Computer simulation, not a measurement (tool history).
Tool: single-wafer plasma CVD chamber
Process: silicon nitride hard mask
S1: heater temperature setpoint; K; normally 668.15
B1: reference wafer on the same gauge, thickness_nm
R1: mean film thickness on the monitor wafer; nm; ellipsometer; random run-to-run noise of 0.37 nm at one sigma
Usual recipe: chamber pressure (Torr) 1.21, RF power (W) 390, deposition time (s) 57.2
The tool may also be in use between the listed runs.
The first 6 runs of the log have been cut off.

{"run": 7, "day": 5.475, "S1": 668.15, "chamber pressure (Torr)": 1.21, "RF power (W)": 390, "deposition time (s)": 57.2, "B1": 74.569, "R1": 74.26}
{"run": 8, "day": 6.233, "S1": 668.15, "chamber pressure (Torr)": 1.21, "RF power (W)": 390, "deposition time (s)": 57.2, "B1": 74.616, "R1": 73.772}
{"day": 6.958, "done": "gauge calibrated"}
{"run": 9, "day": 7.65, "S1": 668.15, "chamber pressure (Torr)": 1.39, "RF power (W)": 390, "deposition time (s)": 57.2, "B1": 74.579, "R1": 78.22}
{"run": 10, "day": 8.888, "S1": 668.15, "chamber pressure (Torr)": 1.21, "RF power (W)": 390, "deposition time (s)": 57.2, "B1": 74.611, "R1": 73.419}
{"day": 9.633, "done": "RF generator calibrated"}
{"day": 9.825, "done": "thermocouple changed; heater temperature recalibrated"}
{"run": 11, "day": 10.012, "S1": 668.15, "chamber pressure (Torr)": 1.43, "RF power (W)": 390, "deposition time (s)": 54.3, "B1": 74.535, "R1": 74.498}
{"run": 12, "day": 11.096, "S1": 668.15, "chamber pressure (Torr)": 1.21, "RF power (W)": 390, "deposition time (s)": 57.2, "B1": 74.581, "R1": 73.041}
{"run": 13, "day": 12.2, "S1": 668.15, "chamber pressure (Torr)": 1.21, "RF power (W)": 390, "deposition time (s)": 57.2, "B1": 74.584, "R1": 73.024}
{"run": 14, "day": 13.262, "S1": 668.15, "chamber pressure (Torr)": 1.21, "RF power (W)": 390, "deposition time (s)": 57.2, "B1": 74.639, "R1": 73.433}
{"day": 17.317, "done": "showerhead replaced"}
{"run": 15, "day": 17.617, "S1": 668.15, "chamber pressure (Torr)": 0.97, "RF power (W)": 390, "deposition time (s)": 49.2, "B1": 74.52, "R1": 56.609}
{"run": 16, "day": 21.204, "S1": 668.15, "chamber pressure (Torr)": 1.21, "RF power (W)": 390, "deposition time (s)": 57.2, "B1": 74.579, "R1": 73.882}
{"day": 22.683, "done": "capacitance manometer re-zeroed and calibrated"}
{"run": 17, "day": 22.704, "S1": 679.15, "chamber pressure (Torr)": 1.21, "RF power (W)": 390, "deposition time (s)": 57.2, "B1": 74.605, "R1": 72.56}
{"run": 18, "day": 24.088, "S1": 668.15, "chamber pressure (Torr)": 1.21, "RF power (W)": 390, "deposition time (s)": 57.2, "B1": 74.632, "R1": 74.063}
{"run": 19, "day": 25.129, "S1": 668.15, "chamber pressure (Torr)": 1.21, "RF power (W)": 390, "deposition time (s)": 57.2, "B1": 74.619, "R1": 73.023}
{"run": 20, "day": 25.867, "S1": 668.15, "chamber pressure (Torr)": 0.95, "RF power (W)": 450, "deposition time (s)": 49.1, "B1": 74.649, "R1": 59.784}
{"run": 21, "day": 26.425, "S1": 668.15, "chamber pressure (Torr)": 1.32, "RF power (W)": 335, "deposition time (s)": 57.2, "B1": 74.578, "R1": 70.68}
{"run": 22, "day": 27.812, "S1": 668.15, "chamber pressure (Torr)": 1.34, "RF power (W)": 390, "deposition time (s)": 65.1, "B1": 74.5, "R1": 87.832}
{"run": 23, "day": 29.0, "S1": 679.15, "chamber pressure (Torr)": 1.21, "RF power (W)": 390, "deposition time (s)": 57.2, "B1": 74.554, "R1": 73.289}
{"run": 24, "day": 29.608, "S1": 655.15, "chamber pressure (Torr)": 1.5, "RF power (W)": 390, "deposition time (s)": 57.2, "B1": 74.625, "R1": 80.929}
{"run": 25, "day": 30.367, "S1": 660.15, "chamber pressure (Torr)": 1.42, "RF power (W)": 445, "deposition time (s)": 67.7, "B1": 74.581, "R1": 99.412}
{"run": 26, "day": 31.808, "S1": 654.15, "chamber pressure (Torr)": 1.21, "RF power (W)": 390, "deposition time (s)": 65.1, "B1": 74.605, "R1": 84.051}
{"run": 27, "day": 32.646, "S1": 676.15, "chamber pressure (Torr)": 1.21, "RF power (W)": 390, "deposition time (s)": 65.9, "B1": 74.659, "R1": 84.325}
{"run": 28, "day": 34.629, "S1": 659.15, "chamber pressure (Torr)": 1.21, "RF power (W)": 330, "deposition time (s)": 57.2, "B1": 74.618, "R1": 67.618}
{"run": 29, "day": 35.483, "S1": 668.15, "chamber pressure (Torr)": 1.21, "RF power (W)": 445, "deposition time (s)": 57.2, "B1": 74.602, "R1": 78.398}
{"run": 30, "day": 36.479, "S1": 668.15, "chamber pressure (Torr)": 1.46, "RF power (W)": 435, "deposition time (s)": 57.2, "B1": 74.617, "R1": 83.181}

Forecast each of these 3 alternatives for the next run:
{"run": "A", "day": 36.496, "S1": 668.15, "chamber pressure (Torr)": 1.21, "RF power (W)": 390, "deposition time (s)": 63.4, "B1": "?", "R1": "?"}
{"run": "B", "day": 36.496, "S1": 673.15, "chamber pressure (Torr)": 1.21, "RF power (W)": 390, "deposition time (s)": 60.3, "B1": "?", "R1": "?"}
{"run": "C", "day": 36.496, "S1": 668.15, "chamber pressure (Torr)": 0.98, "RF power (W)": 390, "deposition time (s)": 66.3, "B1": "?", "R1": "?"}

run=A B1=74.589 R1=80.902
run=B B1=74.589 R1=76.775
run=C B1=74.589 R1=76.079
Take away the tool's hidden state, keep each run's random variation, and the runs would have read:
run=A R1=80.902
run=B R1=76.775
run=C R1=76.079
